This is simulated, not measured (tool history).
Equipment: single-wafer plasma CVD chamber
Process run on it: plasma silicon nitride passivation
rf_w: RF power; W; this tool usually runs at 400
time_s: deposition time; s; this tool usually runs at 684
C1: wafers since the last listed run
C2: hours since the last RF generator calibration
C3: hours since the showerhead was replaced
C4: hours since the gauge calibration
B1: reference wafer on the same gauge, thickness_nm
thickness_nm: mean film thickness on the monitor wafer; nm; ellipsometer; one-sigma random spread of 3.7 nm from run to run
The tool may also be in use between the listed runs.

run 1 day=0 | rf_w=340 time_s=684 | C1=0 C2=402.5 C3=4572.4 C4=956.1 | B1=796.757 | thickness_nm=907.681
run 2 day=3.788 | rf_w=400 time_s=684 | C1=254 C2=493.4 C3=4663.3 C4=1047 | B1=796.554 | thickness_nm=961.376
run 3 day=6.012 | rf_w=400 time_s=684 | C1=149 C2=546.8 C3=4716.7 C4=1100.4 | B1=797.09 | thickness_nm=962.047
run 4 day=10.004 | rf_w=400 time_s=684 | C1=268 C2=642.6 C3=4812.5 C4=1196.2 | B1=796.637 | thickness_nm=956.935
run 5 day=12.462 | rf_w=400 time_s=684 | C1=165 C2=701.6 C3=4871.5 C4=1255.2 | B1=797.252 | thickness_nm=953.901
run 6 day=13.979 | rf_w=400 time_s=684 | C1=101 C2=738 C3=4907.9 C4=1291.6 | B1=796.875 | thickness_nm=949.261
run 7 day=16.062 | rf_w=400 time_s=684 | C1=140 C2=788 C3=4957.9 C4=1341.6 | B1=797.011 | thickness_nm=951.383
run 8 day=18.075 | rf_w=400 time_s=684 | C1=135 C2=836.3 C3=5006.2 C4=1389.9 | B1=795.721 | thickness_nm=949.913
run 9 day=21.567 | rf_w=350 time_s=684 | C1=234 C2=920.1 C3=5090 C4=1473.7 | B1=798.12 | thickness_nm=904.025
run 10 day=25.2 | rf_w=350 time_s=684 | C1=244 C2=1007.3 C3=5177.2 C4=1560.9 | B1=796.869 | thickness_nm=900.561
run 11 day=28.608 | rf_w=460 time_s=684 | C1=229 C2=1089.1 C3=5259 C4=1642.7 | B1=796.528 | thickness_nm=988.358
-- day=30.75 gauge calibrated
run 12 day=32.271 | rf_w=460 time_s=684 | C1=246 C2=1177 C3=5346.9 C4=36.5 | B1=796.804 | thickness_nm=992.639
-- day=32.862 showerhead replaced
run 13 day=33.992 | rf_w=460 time_s=684 | C1=93 C2=1218.3 C3=27.1 C4=77.8 | B1=795.794 | thickness_nm=991.898
-- day=36.379 RF generator calibrated
run 14 day=38.004 | rf_w=400 time_s=684 | C1=247 C2=39 C3=123.4 C4=174.1 | B1=796.638 | thickness_nm=968.808
run 15 day=40.112 | rf_w=400 time_s=684 | C1=141 C2=89.6 C3=174 C4=224.7 | B1=797.311 | thickness_nm=967.558
run 16 day=44.3 | rf_w=400 time_s=684 | C1=281 C2=190.1 C3=274.5 C4=325.2 | B1=796.598 | thickness_nm=968.228
run 17 day=48.162 | rf_w=400 time_s=583 | C1=259 C2=282.8 C3=367.2 C4=417.9 | B1=796.258 | thickness_nm=824.6
run 18 day=50.562 | rf_w=380 time_s=684 | C1=161 C2=340.4 C3=424.8 C4=475.5 | B1=798.199 | thickness_nm=939.225
run 19 day=52.075 | rf_w=380 time_s=684 | C1=101 C2=376.7 C3=461.1 C4=511.8 | B1=797.218 | thickness_nm=938.946
run 20 day=54.525 | rf_w=400 time_s=639 | C1=164 C2=435.5 C3=519.9 C4=570.6 | B1=798.796 | thickness_nm=904.412
run 21 day=57.05 | rf_w=435 time_s=684 | C1=169 C2=496.1 C3=580.5 C4=631.2 | B1=796.851 | thickness_nm=986.23
run 22 day=59.817 | rf_w=400 time_s=684 | C1=185 C2=562.5 C3=646.9 C4=697.6 | B1=797.262 | thickness_nm=954.645
run 23 day=63.317 | rf_w=470 time_s=804 | C1=235 C2=646.5 C3=730.9 C4=781.6 | B1=796.252 | thickness_nm=1176.801
run 24 day=67.021 | rf_w=400 time_s=684 | C1=248 C2=735.4 C3=819.8 C4=870.5 | B1=796.172 | thickness_nm=950.101
run 25 day=70.908 | rf_w=425 time_s=761 | C1=261 C2=828.7 C3=913.1 C4=963.8 | B1=797.251 | thickness_nm=1070.611
run 26 day=74.596 | rf_w=445 time_s=608 | C1=247 C2=917.2 C3=1001.6 C4=1052.3 | B1=797.288 | thickness_nm=881.862
run 27 day=78.746 | rf_w=400 time_s=579 | C1=278 C2=1016.8 C3=1101.2 C4=1151.9 | B1=796.734 | thickness_nm=806.603
-- day=80.188 RF generator calibrated
run 28 day=87.829 | rf_w=330 time_s=812 | C1=588 C2=183.4 C3=1319.2 C4=1369.9 | B1=796.53 | thickness_nm=1069.534
run 29 day=90.058 | rf_w=400 time_s=684 | C1=149 C2=236.9 C3=1372.7 C4=1423.4 | B1=798.039 | thickness_nm=971.145
run 30 day=92.75 | rf_w=400 time_s=684 | C1=180 C2=301.5 C3=1437.3 C4=1488 | B1=797.438 | thickness_nm=968.109
run 31 day=95.158 | rf_w=480 time_s=602 | C1=161 C2=359.3 C3=1495.1 C4=1545.8 | B1=797.14 | thickness_nm=903.204
run 32 day=97.238 | rf_w=400 time_s=643 | C1=139 C2=409.2 C3=1545 C4=1595.7 | B1=795.204 | thickness_nm=905.031
run 33 day=99.388 | rf_w=400 time_s=684 | C1=144 C2=460.8 C3=1596.6 C4=1647.3 | B1=797.917 | thickness_nm=961.369
run 34 day=101.129 | rf_w=400 time_s=684 | C1=117 C2=502.6 C3=1638.4 C4=1689.1 | B1=796.493 | thickness_nm=962.378
run 35 day=104.921 | rf_w=480 time_s=602 | C1=254 C2=593.6 C3=1729.4 C4=1780.1 | B1=797.329 | thickness_nm=904.744
run 36 day=106.746 | rf_w=435 time_s=751 | C1=122 C2=637.4 C3=1773.2 C4=1823.9 | B1=798.185 | thickness_nm=1084.167
run 37 day=111.208 | rf_w=400 time_s=684 | C1=299 C2=744.5 C3=1880.3 C4=1931 | B1=797.149 | thickness_nm=954.567
run 38 day=113.15 | rf_w=445 time_s=814 | C1=130 C2=791.1 C3=1926.9 C4=1977.6 | B1=796.748 | thickness_nm=1170.999
run 39 day=117.225 | rf_w=340 time_s=779 | C1=273 C2=888.9 C3=2024.7 C4=2075.4 | B1=796.669 | thickness_nm=1018.574
-- day=118.067 gauge calibrated
run 40 day=120.808 | rf_w=455 time_s=737 | C1=240 C2=974.9 C3=2110.7 C4=65.8 | B1=797.503 | thickness_nm=1065.418
-- day=124 RF generator calibrated
run 41 day=125.092 | rf_w=440 time_s=809 | C1=265 C2=26.2 C3=2213.5 C4=168.6 | B1=795.456 | thickness_nm=1191.937
run 42 day=128.058 | rf_w=400 time_s=617 | C1=199 C2=97.4 C3=2284.7 C4=239.8 | B1=797.757 | thickness_nm=878.225
run 43 day=129.796 | rf_w=400 time_s=684 | C1=116 C2=139.1 C3=2326.4 C4=281.5 | B1=795.678 | thickness_nm=977.049
run 44 day=133.975 | rf_w=325 time_s=781 | C1=280 C2=239.4 C3=2426.7 C4=381.8 | B1=798.204 | thickness_nm=1024.376

Subtracting, for every run, the result it would have given without the tool's unlogged condition from the measured result gives the following. The same run-to-run variation enters both numbers; the gauge's scatter may not:
Unlogged tool condition in this case: delivered RF power above the setpoint (%); gauge reads high (%).
run=1 thickness_nm=-10.366
run=2 thickness_nm=-13.114
run=3 thickness_nm=-14.387
run=4 thickness_nm=-16.584
run=5 thickness_nm=-17.938
run=6 thickness_nm=-18.719
run=7 thickness_nm=-19.962
run=8 thickness_nm=-21.095
run=9 thickness_nm=-22.013
run=10 thickness_nm=-23.954
run=11 thickness_nm=-28.395
run=12 thickness_nm=-30.811
run=13 thickness_nm=-31.873
run=14 thickness_nm=-4.12
run=15 thickness_nm=-5.271
run=16 thickness_nm=-7.592
run=17 thickness_nm=-8.303
run=18 thickness_nm=-10.768
run=19 thickness_nm=-11.595
run=20 thickness_nm=-12.471
run=21 thickness_nm=-15.07
run=22 thickness_nm=-16.159
run=23 thickness_nm=-22.39
run=24 thickness_nm=-20.207
run=25 thickness_nm=-25.315
run=26 thickness_nm=-22.859
run=27 thickness_nm=-22.997
run=28 thickness_nm=-6.658
run=29 thickness_nm=-7.284
run=30 thickness_nm=-8.761
run=31 thickness_nm=-9.433
run=32 thickness_nm=-10.548
run=33 thickness_nm=-12.414
run=34 thickness_nm=-13.413
run=35 thickness_nm=-14.642
run=36 thickness_nm=-18.726
run=37 thickness_nm=-19.05
run=38 thickness_nm=-24.747
run=39 thickness_nm=-24.063
run=40 thickness_nm=-27.526
run=41 thickness_nm=-1.011
run=42 thickness_nm=-2.202
run=43 thickness_nm=-3.405
run=44 thickness_nm=-5.995
